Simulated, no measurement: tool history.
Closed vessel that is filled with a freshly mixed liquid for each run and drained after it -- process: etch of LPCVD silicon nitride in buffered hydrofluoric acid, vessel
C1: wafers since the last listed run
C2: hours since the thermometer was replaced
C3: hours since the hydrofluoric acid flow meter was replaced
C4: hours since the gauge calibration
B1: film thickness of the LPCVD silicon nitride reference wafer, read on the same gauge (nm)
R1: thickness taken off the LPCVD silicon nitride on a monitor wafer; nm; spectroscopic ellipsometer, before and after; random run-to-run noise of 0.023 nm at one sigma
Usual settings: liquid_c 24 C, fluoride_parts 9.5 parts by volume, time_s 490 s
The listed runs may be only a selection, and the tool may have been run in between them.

run 1 hour=0 | liquid_c=24 fluoride_parts=9.5 time_s=710 | C1=0 C2=673.2 C3=879.3 C4=99.4 | B1=70.02 | R1=9.43
run 2 hour=17.5 | liquid_c=24 fluoride_parts=9.5 time_s=710 | C1=1764 C2=690.7 C3=896.8 C4=116.9 | B1=70.01 | R1=9.43
-- hour=19.5 gauge calibrated
run 3 hour=32.5 | liquid_c=24 fluoride_parts=9.5 time_s=710 | C1=1512 C2=705.7 C3=911.8 C4=13 | B1=69.99 | R1=9.38
run 4 hour=48 | liquid_c=24 fluoride_parts=8.5 time_s=310 | C1=1562 C2=721.2 C3=927.3 C4=28.5 | B1=69.98 | R1=4.51
run 5 hour=72.4 | liquid_c=24 fluoride_parts=9.5 time_s=490 | C1=2459 C2=745.6 C3=951.7 C4=52.9 | B1=69.96 | R1=6.43
run 6 hour=85.6 | liquid_c=24 fluoride_parts=9.5 time_s=490 | C1=1330 C2=758.8 C3=964.9 C4=66.1 | B1=69.96 | R1=6.43
run 7 hour=98.1 | liquid_c=24 fluoride_parts=9.5 time_s=490 | C1=1260 C2=771.3 C3=977.4 C4=78.6 | B1=69.97 | R1=6.38
-- hour=120.2 hydrofluoric acid flow meter replaced
-- hour=137.4 thermometer replaced
run 8 hour=137.9 | liquid_c=26 fluoride_parts=7 time_s=490 | C1=3810 C2=0.5 C3=17.7 C4=118.4 | B1=70 | R1=10.8
run 9 hour=149 | liquid_c=20.5 fluoride_parts=7.5 time_s=490 | C1=1119 C2=11.6 C3=28.8 C4=129.5 | B1=69.99 | R1=7.44
-- hour=154.1 gauge calibrated
run 10 hour=155.2 | liquid_c=27 fluoride_parts=7.5 time_s=735 | C1=625 C2=17.8 C3=35 C4=1.1 | B1=70.01 | R1=15.84
run 11 hour=163 | liquid_c=24 fluoride_parts=9.5 time_s=415 | C1=786 C2=25.6 C3=42.8 C4=8.9 | B1=70.01 | R1=6.05
run 12 hour=170.2 | liquid_c=20.5 fluoride_parts=7.5 time_s=490 | C1=725 C2=32.8 C3=50 C4=16.1 | B1=70.03 | R1=7.41
run 13 hour=187.9 | liquid_c=24 fluoride_parts=13 time_s=330 | C1=1784 C2=50.5 C3=67.7 C4=33.8 | B1=70 | R1=3.57
run 14 hour=199.6 | liquid_c=21.5 fluoride_parts=9.5 time_s=235 | C1=1179 C2=62.2 C3=79.4 C4=45.5 | B1=69.98 | R1=2.97
run 15 hour=207.9 | liquid_c=24 fluoride_parts=9.5 time_s=490 | C1=836 C2=70.5 C3=87.7 C4=53.8 | B1=70 | R1=7.13
run 16 hour=219.9 | liquid_c=24 fluoride_parts=9.5 time_s=735 | C1=1209 C2=82.5 C3=99.7 C4=65.8 | B1=70.01 | R1=10.69

Here are 4 independent what-if runs from the current tool condition. What would each one return?
run A hour=220.7 | liquid_c=24 fluoride_parts=12 time_s=490 | C1=80 C2=83.3 C3=100.5 C4=66.6 | B1=? | R1=?
run B hour=220.7 | liquid_c=24 fluoride_parts=10.5 time_s=645 | C1=80 C2=83.3 C3=100.5 C4=66.6 | B1=? | R1=?
run C hour=220.7 | liquid_c=22 fluoride_parts=10.5 time_s=360 | C1=80 C2=83.3 C3=100.5 C4=66.6 | B1=? | R1=?
run D hour=220.7 | liquid_c=24 fluoride_parts=10.5 time_s=490 | C1=80 C2=83.3 C3=100.5 C4=66.6 | B1=? | R1=?

run=A B1=70 R1=5.73
run=B B1=70 R1=8.6
run=C B1=70 R1=4.3
run=D B1=70 R1=6.53
With the hidden condition removed and each run's random variation left untouched, the same runs would have given:
run=A R1=5.81
run=B R1=8.71
run=C R1=4.35
run=D R1=6.61
